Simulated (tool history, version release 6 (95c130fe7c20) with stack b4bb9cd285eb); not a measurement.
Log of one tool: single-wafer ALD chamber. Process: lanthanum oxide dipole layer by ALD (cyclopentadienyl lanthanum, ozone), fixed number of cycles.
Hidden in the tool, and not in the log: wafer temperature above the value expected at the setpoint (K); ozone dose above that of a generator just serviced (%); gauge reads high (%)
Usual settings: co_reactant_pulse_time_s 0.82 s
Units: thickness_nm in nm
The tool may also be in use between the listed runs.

run,hour,co_reactant_pulse_time_s,wafers since the last listed run,hours since the last thermocouple change,hours since the last ozone generator service,hours since the showerhead was replaced,hours since the gauge calibration,"read-back reference wafer on the same gauge, thickness_nm",thickness_nm
1,0.0,0.82,0,956.8,102.5,1926.7,80.3,0.372,0.421
2,39.4,0.82,1030,996.2,141.9,1966.1,119.7,0.372,0.420
3,191.6,0.94,3978,1148.4,294.1,2118.3,271.9,0.372,0.436
4,250.6,0.94,1542,1207.4,353.1,2177.3,330.9,0.372,0.438
5,322.2,0.94,1871,1279.0,424.7,2248.9,402.5,0.372,0.437
6,386.9,0.82,1691,1343.7,489.4,2313.6,467.2,0.372,0.411
7,416.5,0.82,773,1373.3,519.0,2343.2,496.8,0.372,0.410
8,446.6,0.82,786,1403.4,549.1,2373.3,526.9,0.372,0.413
9,499.4,0.82,1380,1456.2,601.9,2426.1,579.7,0.372,0.411
10,552.8,0.73,1396,1509.6,655.3,2479.5,633.1,0.372,0.388
11,585.0,0.73,841,1541.8,687.5,2511.7,665.3,0.372,0.389
# hour 616.7: showerhead replaced
12,650.8,0.82,1511,1607.6,753.3,34.1,731.1,0.372,0.404
# hour 696.9: ozone generator serviced
13,697.4,0.82,1009,1654.2,0.5,80.7,777.7,0.372,0.423
14,729.7,1.03,844,1686.5,32.8,113.0,810.0,0.372,0.458
15,755.8,0.82,682,1712.6,58.9,139.1,836.1,0.372,0.422
16,799.9,0.70,1152,1756.7,103.0,183.2,880.2,0.372,0.397
17,854.5,0.52,1427,1811.3,157.6,237.8,934.8,0.372,0.346
18,887.8,1.02,870,1844.6,190.9,271.1,968.1,0.372,0.451
19,927.2,0.57,1030,1884.0,230.3,310.5,1007.5,0.372,0.364
# hour 986.5: gauge calibrated
20,1115.1,1.08,4912,2071.9,418.2,498.4,128.6,0.372,0.452
# hour 1137.0: thermocouple changed; heater temperature recalibrated
21,1145.5,0.67,585,8.5,448.6,528.8,159.0,0.372,0.382
22,1206.2,0.90,1586,69.2,509.3,589.5,219.7,0.372,0.429
23,1231.4,0.97,658,94.4,534.5,614.7,244.9,0.372,0.438
24,1259.7,0.68,739,122.7,562.8,643.0,273.2,0.372,0.382
25,1296.6,0.67,964,159.6,599.7,679.9,310.1,0.372,0.378
26,1367.1,0.94,1843,230.1,670.2,750.4,380.6,0.372,0.430
27,1405.0,0.59,990,268.0,708.1,788.3,418.5,0.371,0.349
28,1449.0,0.54,1150,312.0,752.1,832.3,462.5,0.372,0.336
29,1509.0,1.01,1568,372.0,812.1,892.3,522.5,0.372,0.432
# hour 1544.0: ozone generator serviced
30,1579.4,0.82,1631,442.4,35.4,962.7,592.9,0.372,0.422

Measured less the same run without the tool's hidden state. The same run-to-run variation is in both; the gauge's scatter may not be:
run,thickness_nm
1,-0.002
2,-0.002
3,-0.004
4,-0.005
5,-0.006
6,-0.008
7,-0.010
8,-0.011
9,-0.013
10,-0.014
11,-0.016
12,-0.019
13,-0.001
14,-0.001
15,-0.001
16,-0.001
17,-0.001
18,-0.002
19,-0.002
20,-0.005
21,-0.007
22,-0.007
23,-0.008
24,-0.010
25,-0.012
26,-0.012
27,-0.016
28,-0.019
29,-0.017
30,+0.000

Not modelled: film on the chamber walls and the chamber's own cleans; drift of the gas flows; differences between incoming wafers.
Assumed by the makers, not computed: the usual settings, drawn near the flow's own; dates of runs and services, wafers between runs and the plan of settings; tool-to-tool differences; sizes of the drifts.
